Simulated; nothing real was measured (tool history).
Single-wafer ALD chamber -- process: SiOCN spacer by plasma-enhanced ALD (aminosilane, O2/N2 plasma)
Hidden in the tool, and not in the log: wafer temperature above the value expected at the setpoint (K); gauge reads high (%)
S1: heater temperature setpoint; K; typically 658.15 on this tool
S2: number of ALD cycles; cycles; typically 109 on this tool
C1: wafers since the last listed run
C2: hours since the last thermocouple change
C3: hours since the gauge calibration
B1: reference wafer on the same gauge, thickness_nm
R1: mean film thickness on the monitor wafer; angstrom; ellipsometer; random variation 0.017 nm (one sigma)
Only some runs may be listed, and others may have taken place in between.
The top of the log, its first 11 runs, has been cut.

run 12 hour=324 | S1=658.15 S2=109 | C1=49 C2=2230 C3=937.6 | B1=7.246 | R1=68.68
run 13 hour=339.8 | S1=658.15 S2=109 | C1=46 C2=2245.8 C3=953.4 | B1=7.257 | R1=68.66
run 14 hour=361.5 | S1=658.15 S2=109 | C1=64 C2=2267.5 C3=975.1 | B1=7.256 | R1=68.78
run 15 hour=389.9 | S1=658.15 S2=109 | C1=84 C2=2295.9 C3=1003.5 | B1=7.255 | R1=68.53
run 16 hour=418.1 | S1=668.15 S2=109 | C1=83 C2=2324.1 C3=1031.7 | B1=7.25 | R1=68.68
run 17 hour=471.9 | S1=644.15 S2=109 | C1=159 C2=2377.9 C3=1085.5 | B1=7.248 | R1=68.7
run 18 hour=488.4 | S1=658.15 S2=109 | C1=48 C2=2394.4 C3=1102 | B1=7.251 | R1=68.77
run 19 hour=511.7 | S1=662.15 S2=117 | C1=68 C2=2417.7 C3=1125.3 | B1=7.259 | R1=73.36
run 20 hour=566.2 | S1=658.15 S2=109 | C1=161 C2=2472.2 C3=1179.8 | B1=7.244 | R1=68.64
run 21 hour=582.2 | S1=658.15 S2=109 | C1=47 C2=2488.2 C3=1195.8 | B1=7.243 | R1=68.77
-- hour=592.3 thermocouple changed; heater temperature recalibrated
-- hour=601.7 gauge calibrated
run 22 hour=685.6 | S1=658.15 S2=90 | C1=282 C2=93.3 C3=83.9 | B1=7.25 | R1=56.74
run 23 hour=735.1 | S1=647.15 S2=124 | C1=146 C2=142.8 C3=133.4 | B1=7.249 | R1=77.98
run 24 hour=748.5 | S1=667.15 S2=117 | C1=39 C2=156.2 C3=146.8 | B1=7.246 | R1=73.64
run 25 hour=852 | S1=644.15 S2=96 | C1=306 C2=259.7 C3=250.3 | B1=7.252 | R1=60.48
run 26 hour=867 | S1=663.15 S2=124 | C1=44 C2=274.7 C3=265.3 | B1=7.25 | R1=78.19
run 27 hour=897 | S1=662.15 S2=115 | C1=88 C2=304.7 C3=295.3 | B1=7.246 | R1=72.5
run 28 hour=927.9 | S1=658.15 S2=109 | C1=91 C2=335.6 C3=326.2 | B1=7.247 | R1=68.56
run 29 hour=960.5 | S1=658.15 S2=103 | C1=96 C2=368.2 C3=358.8 | B1=7.246 | R1=64.77
run 30 hour=991.7 | S1=658.15 S2=109 | C1=92 C2=399.4 C3=390 | B1=7.249 | R1=68.65
run 31 hour=1019.4 | S1=667.15 S2=88 | C1=82 C2=427.1 C3=417.7 | B1=7.258 | R1=55.56

Predict each of these 5 candidate next runs independently; none follows another, all start after run 31:
run A hour=1020 | S1=670.15 S2=109 | C1=1 C2=427.7 C3=418.3 | B1=? | R1=?
run B hour=1020 | S1=653.15 S2=100 | C1=1 C2=427.7 C3=418.3 | B1=? | R1=?
run C hour=1020 | S1=652.15 S2=117 | C1=1 C2=427.7 C3=418.3 | B1=? | R1=?
run D hour=1020 | S1=646.15 S2=103 | C1=1 C2=427.7 C3=418.3 | B1=? | R1=?
run E hour=1020 | S1=665.15 S2=96 | C1=1 C2=427.7 C3=418.3 | B1=? | R1=?

run=A B1=7.246 R1=68.68
run=B B1=7.246 R1=63.01
run=C B1=7.246 R1=73.72
run=D B1=7.246 R1=64.9
run=E B1=7.246 R1=60.49
With no hidden state in the tool, these same runs would have given:
run=A R1=68.68
run=B R1=63.01
run=C R1=73.72
run=D R1=64.9
run=E R1=60.49

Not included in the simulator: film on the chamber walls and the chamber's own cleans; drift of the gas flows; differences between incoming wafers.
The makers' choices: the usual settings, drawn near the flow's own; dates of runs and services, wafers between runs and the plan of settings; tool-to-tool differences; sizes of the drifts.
